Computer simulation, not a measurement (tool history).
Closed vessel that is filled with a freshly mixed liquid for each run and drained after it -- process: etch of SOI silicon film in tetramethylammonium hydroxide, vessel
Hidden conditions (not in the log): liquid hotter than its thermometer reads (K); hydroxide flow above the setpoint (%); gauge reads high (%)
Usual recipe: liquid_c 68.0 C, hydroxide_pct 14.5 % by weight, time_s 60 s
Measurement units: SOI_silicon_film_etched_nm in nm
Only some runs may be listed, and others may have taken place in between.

run	day	liquid_c	hydroxide_pct	time_s	wafers since the last listed run	hours since the thermometer was replaced	hours since the hydroxide flow meter was replaced	hours since the gauge calibration	read-back film thickness of the SOI silicon film reference wafer, read on the same gauge (nm)	SOI_silicon_film_etched_nm
1	0.000	68.0	14.5	50	0	2382.8	1562.7	15.8	110.00	326.35
2	0.733	68.0	14.5	50	1597	2400.4	1580.3	33.4	109.99	324.66
3	1.679	68.0	14.5	50	2061	2423.1	1603.0	56.1	110.02	327.44
4	2.500	74.5	14.5	60	1788	2442.8	1622.7	75.8	110.01	569.15
5	3.367	74.5	14.5	60	1888	2463.6	1643.5	96.6	110.00	569.30
6	4.175	68.0	14.5	60	1761	2483.0	1662.9	116.0	110.00	394.23
7	5.367	68.0	14.5	60	2596	2511.6	1691.5	144.6	110.01	396.00
8	6.762	68.0	14.5	60	3041	2545.1	1725.0	178.1	110.01	392.89
9	7.342	68.0	14.5	60	1262	2559.0	1738.9	192.0	110.02	395.66
10	8.725	68.0	14.5	60	3014	2592.2	1772.1	225.2	110.01	395.57
11	9.446	68.0	12.5	60	1570	2609.5	1789.4	242.5	109.99	423.01
12	10.033	68.0	12.5	60	1280	2623.6	1803.5	256.6	109.98	422.80
13	10.692	68.0	14.5	60	1434	2639.4	1819.3	272.4	110.01	397.00
14	12.096	74.0	17.0	45	3059	2673.1	1853.0	306.1	109.97	393.72
15	13.038	66.0	17.0	70	2051	2695.7	1875.6	328.7	109.99	388.84
# day 14.408: thermometer replaced
16	14.433	75.5	11.5	40	2950	0.6	1909.1	362.2	110.03	399.32
17	15.446	68.0	14.5	60	2206	24.9	1933.4	386.5	110.01	345.05
# day 16.725: gauge calibrated
18	17.942	60.5	14.5	60	5438	84.8	1993.3	29.2	110.03	220.55
# day 17.988: hydroxide flow meter replaced
19	18.692	70.0	18.5	60	1543	102.8	16.9	47.2	109.97	355.24
20	19.679	65.0	14.5	85	2151	126.5	40.6	70.9	110.02	411.59
21	20.908	68.0	14.5	60	2678	156.0	70.1	100.4	110.03	346.09
22	21.604	68.0	14.5	30	1516	172.7	86.8	117.1	110.00	173.44
23	22.321	62.0	10.5	60	1561	189.9	104.0	134.3	109.97	277.69
24	23.675	74.5	16.0	60	2950	222.4	136.5	166.8	110.02	490.83

Pick out some run-to-run changes in SOI_silicon_film_etched_nm. Of each, how much would a tool without hidden state show as well, from the settings, what came in and chance, and how much is left for the hidden state and any gauge scatter not in both results compared?
Run 3 -> 4: liquid_c 68.0 -> 74.5, time_s 50 -> 60. SOI_silicon_film_etched_nm +241.71 nm: hidden state +31.00, all else +210.71.
Run 15 -> 16: liquid_c 66.0 -> 75.5, hydroxide_pct 17.0 -> 11.5, time_s 70 -> 40, thermometer replaced. SOI_silicon_film_etched_nm +10.48 nm: hidden state -51.13, all else +61.61.
Run 23 -> 24: liquid_c 62.0 -> 74.5, hydroxide_pct 10.5 -> 16.0. SOI_silicon_film_etched_nm +213.14 nm: hidden state +6.55, all else +206.59.

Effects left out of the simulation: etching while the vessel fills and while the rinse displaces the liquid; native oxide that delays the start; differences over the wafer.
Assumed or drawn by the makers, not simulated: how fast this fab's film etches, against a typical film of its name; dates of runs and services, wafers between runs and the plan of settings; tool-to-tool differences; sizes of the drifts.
